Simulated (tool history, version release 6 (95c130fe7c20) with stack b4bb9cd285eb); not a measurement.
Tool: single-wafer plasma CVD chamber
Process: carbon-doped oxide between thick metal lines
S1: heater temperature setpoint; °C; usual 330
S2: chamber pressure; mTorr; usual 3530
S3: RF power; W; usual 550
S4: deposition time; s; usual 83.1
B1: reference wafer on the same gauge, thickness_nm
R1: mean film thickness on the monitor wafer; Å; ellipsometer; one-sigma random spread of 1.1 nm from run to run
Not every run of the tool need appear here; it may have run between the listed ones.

run	day	S1	S2	S3	S4	B1	R1
1	0.000	330	3530	550	83.1	557.361	4841.63
# day 0.500: gauge calibrated
2	0.621	330	3530	550	83.1	556.986	4846.27
3	1.262	330	4050	475	83.1	557.022	4476.75
4	1.650	330	4050	475	83.1	557.110	4467.71
5	2.012	330	4050	475	83.1	557.139	4464.40
6	2.325	330	3530	490	83.1	557.095	4499.90
7	3.025	330	3530	600	83.1	556.600	5098.05
8	3.671	330	4030	550	83.1	557.009	4896.32
9	4.138	330	4030	550	83.1	557.321	4886.81
10	4.875	330	4030	550	83.1	556.896	4881.66
# day 5.358: RF generator calibrated
# day 5.721: thermocouple changed; heater temperature recalibrated
11	5.742	330	3530	550	83.1	557.171	5061.51
# day 6.188: showerhead replaced
12	6.208	330	3530	550	83.1	557.064	5038.56

Predict the results of run 13:
13	6.896	319	3920	460	74.6	?	?

{"run 13": {"B1": 556.977, "R1": 4229.26}}
On a tool with no hidden condition, and with the same random variation, this run would have come out at R1 4321.00 Å.
